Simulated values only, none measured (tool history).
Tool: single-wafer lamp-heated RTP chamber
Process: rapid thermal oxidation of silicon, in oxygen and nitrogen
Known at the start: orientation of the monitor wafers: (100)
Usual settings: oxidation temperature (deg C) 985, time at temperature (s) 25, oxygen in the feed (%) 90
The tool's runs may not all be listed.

run,day,oxidation temperature (deg C),time at temperature (s),oxygen in the feed (%),"read-back reference wafer on the same gauge, thickness",oxide thickness on the monitor wafer (nm)
1,0.000,985,25,90,4.313,3.650
2,0.504,985,25,90,4.312,3.646
3,3.325,985,25,90,4.306,3.639
4,4.125,985,18,98,4.299,3.323
5,5.383,985,18,98,4.297,3.303
6,6.862,985,18,98,4.292,3.306
7,7.767,985,32,83,4.282,3.899
8,8.325,985,32,83,4.281,3.889
9,9.458,985,32,98,4.276,4.077
10,10.879,1012,29,90,4.277,4.614
11,11.679,985,25,90,4.265,3.610
12,12.225,985,32,83,4.261,3.871
# day 12.625: pyrometer window cleaned and pyrometer calibrated
# day 12.983: oxygen flow controller replaced
13,15.017,1010,18,90,4.243,3.720
# day 15.908: gauge calibrated
14,18.712,985,17,72,4.318,3.016
15,19.233,960,15,77,4.316,2.616
16,20.671,985,19,60,4.313,2.972
17,21.900,985,25,90,4.317,3.637

Forecast each of these 5 alternatives for the next run:
A,21.917,985,25,90,?,?
B,21.917,985,34,90,?,?
C,21.917,985,35,98,?,?
D,21.917,985,37,90,?,?
E,21.917,985,25,98,?,?

run,"read-back reference wafer on the same gauge, thickness",oxide thickness on the monitor wafer (nm)
A,4.315,3.658
B,4.315,4.115
C,4.315,4.277
D,4.315,4.257
E,4.315,3.752
Without the tool's hidden state the same runs would have given:
run,oxide thickness on the monitor wafer (nm)
A,3.665
B,4.123
C,4.286
D,4.265
E,3.760
